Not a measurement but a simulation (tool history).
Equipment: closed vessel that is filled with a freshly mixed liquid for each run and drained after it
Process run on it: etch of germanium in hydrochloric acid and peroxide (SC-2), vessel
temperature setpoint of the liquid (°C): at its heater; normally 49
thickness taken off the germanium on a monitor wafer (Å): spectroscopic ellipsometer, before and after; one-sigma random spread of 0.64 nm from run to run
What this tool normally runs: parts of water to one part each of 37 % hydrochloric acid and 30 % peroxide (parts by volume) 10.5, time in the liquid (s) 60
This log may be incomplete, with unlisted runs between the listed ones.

| run | hour | temperature setpoint of the liquid (°C) | parts of water to one part each of 37 % hydrochloric acid and 30 % peroxide (parts by volume) | time in the liquid (s) | wafers since the last listed run | hours since the thermometer was replaced | hours since the chemicals flow meter was replaced | hours since the drum of peroxide was connected | hours since the gauge calibration | read-back film thickness of the germanium reference wafer, read on the same gauge (nm) | thickness taken off the germanium on a monitor wafer (Å) |
|---|---|---|---|---|---|---|---|---|---|---|---|
| 1 | 0 | 46 | 10.5 | 60 | 0 | 624.1 | 389.2 | 454.8 | 288.6 | 140 | 936.7 |
| 2 | 45.9 | 54 | 7 | 60 | 4864 | 670 | 435.1 | 500.7 | 334.5 | 139.99 | 1235.1 |
|  | 53.6 | new drum of peroxide connected |
| 3 | 74.3 | 54 | 7 | 60 | 2903 | 698.4 | 463.5 | 20.7 | 362.9 | 139.96 | 1252.7 |
| 4 | 106.3 | 54 | 7 | 60 | 3391 | 730.4 | 495.5 | 52.7 | 394.9 | 140 | 1261.8 |
| 5 | 237.4 | 49 | 10.5 | 60 | 13892 | 861.5 | 626.6 | 183.8 | 526 | 140.03 | 1034 |
| 6 | 273.3 | 49 | 10.5 | 60 | 3804 | 897.4 | 662.5 | 219.7 | 561.9 | 140.07 | 1035.7 |
| 7 | 312.8 | 49 | 10.5 | 60 | 4185 | 936.9 | 702 | 259.2 | 601.4 | 140.07 | 1039.7 |
| 8 | 361.7 | 49 | 10.5 | 60 | 5182 | 985.8 | 750.9 | 308.1 | 650.3 | 140.01 | 1052.7 |
| 9 | 429.5 | 49 | 10.5 | 60 | 7184 | 1053.6 | 818.7 | 375.9 | 718.1 | 140 | 1051.4 |
|  | 472.2 | chemicals flow meter replaced |
| 10 | 491.6 | 49 | 10.5 | 60 | 6474 | 1115.7 | 19.4 | 438 | 780.2 | 140.01 | 1057 |
| 11 | 543.4 | 49 | 12.5 | 60 | 5489 | 1167.5 | 71.2 | 489.8 | 832 | 140.04 | 1041.3 |
|  | 561.5 | new drum of peroxide connected |
| 12 | 611.4 | 49 | 15.5 | 30 | 7100 | 1235.5 | 139.2 | 49.9 | 900 | 139.99 | 505.7 |
| 13 | 739.3 | 39.5 | 7.5 | 60 | 13553 | 1363.4 | 267.1 | 177.8 | 1027.9 | 139.99 | 797 |
|  | 744.7 | thermometer replaced |
|  | 758.3 | gauge calibrated |
| 14 | 807.5 | 49 | 10.5 | 60 | 7121 | 62.8 | 335.3 | 246 | 49.2 | 140 | 982.3 |
| 15 | 856.7 | 55 | 10.5 | 60 | 5213 | 112 | 384.5 | 295.2 | 98.4 | 140.01 | 1199 |
| 16 | 906.3 | 42 | 7.5 | 35 | 5256 | 161.6 | 434.1 | 344.8 | 148 | 139.95 | 477.7 |
| 17 | 958.6 | 58.5 | 12.5 | 75 | 5542 | 213.9 | 486.4 | 397.1 | 200.3 | 139.96 | 1660.3 |
| 18 | 1003.9 | 53 | 7.5 | 30 | 4800 | 259.2 | 531.7 | 442.4 | 245.6 | 139.98 | 579.6 |
| 19 | 1067.5 | 57 | 10.5 | 40 | 6739 | 322.8 | 595.3 | 506 | 309.2 | 139.99 | 851.7 |
|  | 1112.1 | new drum of peroxide connected |
| 20 | 1129.4 | 58.5 | 12.5 | 75 | 6453 | 384.7 | 657.2 | 17.3 | 371.1 | 140.02 | 1657.4 |

Below are 5 alternative next runs, each starting from the tool's condition after run 20. Predict each:
| A | 1130.1 | 49 | 10.5 | 60 | 74 | 385.4 | 657.9 | 18 | 371.8 | ? | ? |
| B | 1130.1 | 49 | 10.5 | 35 | 74 | 385.4 | 657.9 | 18 | 371.8 | ? | ? |
| C | 1130.1 | 41 | 6.5 | 85 | 74 | 385.4 | 657.9 | 18 | 371.8 | ? | ? |
| D | 1130.1 | 57 | 9 | 80 | 74 | 385.4 | 657.9 | 18 | 371.8 | ? | ? |
| E | 1130.1 | 42 | 12 | 35 | 74 | 385.4 | 657.9 | 18 | 371.8 | ? | ? |

| run | read-back film thickness of the germanium reference wafer, read on the same gauge (nm) | thickness taken off the germanium on a monitor wafer (Å) |
|---|---|---|
| A | 139.96 | 1005.7 |
| B | 139.96 | 586.7 |
| C | 139.96 | 1133.9 |
| D | 139.96 | 1739.6 |
| E | 139.96 | 462.2 |
Had the tool no hidden state, the same runs would have come out as:
| run | thickness taken off the germanium on a monitor wafer (Å) |
|---|---|
| A | 979.5 |
| B | 571.4 |
| C | 1102.1 |
| D | 1696.3 |
| E | 449.6 |
